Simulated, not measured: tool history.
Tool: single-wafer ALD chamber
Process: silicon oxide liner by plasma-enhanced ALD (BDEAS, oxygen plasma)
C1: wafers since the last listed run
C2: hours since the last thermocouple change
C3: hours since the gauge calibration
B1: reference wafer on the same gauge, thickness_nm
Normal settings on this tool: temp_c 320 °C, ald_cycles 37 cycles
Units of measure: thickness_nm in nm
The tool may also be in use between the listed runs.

Run 1, hour 0.0: usual settings; C1 0; C2 1791.0; C3 164.0; B1 3.410. Result: thickness_nm 3.143 nm.
Run 2, hour 89.7: usual settings; C1 427; C2 1880.7; C3 253.7; B1 3.403. Result: thickness_nm 3.137 nm.
Run 3, hour 140.0: usual settings; C1 239; C2 1931.0; C3 304.0; B1 3.393. Result: thickness_nm 3.114 nm.
Run 4, hour 203.0: usual settings; C1 300; C2 1994.0; C3 367.0; B1 3.383. Result: thickness_nm 3.122 nm.
Run 5, hour 255.6: usual settings; C1 250; C2 2046.6; C3 419.6; B1 3.375. Result: thickness_nm 3.108 nm.
At hour 284.7: gauge calibrated.
Run 6, hour 301.7: usual settings; C1 219; C2 2092.7; C3 17.0; B1 3.418. Result: thickness_nm 3.151 nm.
At hour 346.6: thermocouple changed; heater temperature recalibrated.
Run 7, hour 380.9: usual settings; C1 339; C2 34.3; C3 96.2; B1 3.416. Result: thickness_nm 3.146 nm.
Run 8, hour 429.5: usual settings but temp_c 331 °C, ald_cycles 30 cycles; C1 231; C2 82.9; C3 144.8; B1 3.417. Result: thickness_nm 2.510 nm.
Run 9, hour 530.3: usual settings but temp_c 305 °C; C1 480; C2 183.7; C3 245.6; B1 3.406. Result: thickness_nm 3.209 nm.
Run 10, hour 589.2: usual settings but temp_c 305 °C; C1 281; C2 242.6; C3 304.5; B1 3.396. Result: thickness_nm 3.190 nm.
Run 11, hour 628.9: usual settings but temp_c 315 °C, ald_cycles 30 cycles; C1 189; C2 282.3; C3 344.2; B1 3.392. Result: thickness_nm 2.547 nm.
Run 12, hour 731.7: usual settings; C1 490; C2 385.1; C3 447.0; B1 3.372. Result: thickness_nm 3.086 nm.
Run 13, hour 774.4: usual settings but temp_c 331 °C; C1 203; C2 427.8; C3 489.7; B1 3.363. Result: thickness_nm 3.054 nm.
At hour 816.9: gauge calibrated.
Run 14, hour 841.9: usual settings but temp_c 306 °C, ald_cycles 34 cycles; C1 322; C2 495.3; C3 25.0; B1 3.418. Result: thickness_nm 2.938 nm.

Hidden condition of the tool, last listed run before each entry between runs versus first listed run after:
Runs 5 to 6: gauge calibrated (hour 284.7)
  gauge reads high (%): -1.05 -> 0.285
  difference, measured minus the result without the unlogged condition, thickness_nm: -0.033 -> +0.009 nm
Runs 6 to 7: thermocouple changed; heater temperature recalibrated (hour 346.6)
  gauge reads high (%): 0.285 -> 0.222
  difference, measured minus the result without the unlogged condition, thickness_nm: +0.009 -> +0.007 nm
Runs 13 to 14: gauge calibrated (hour 816.9)
  gauge reads high (%): -1.38 -> 0.213
  difference, measured minus the result without the unlogged condition, thickness_nm: -0.043 -> +0.006 nm
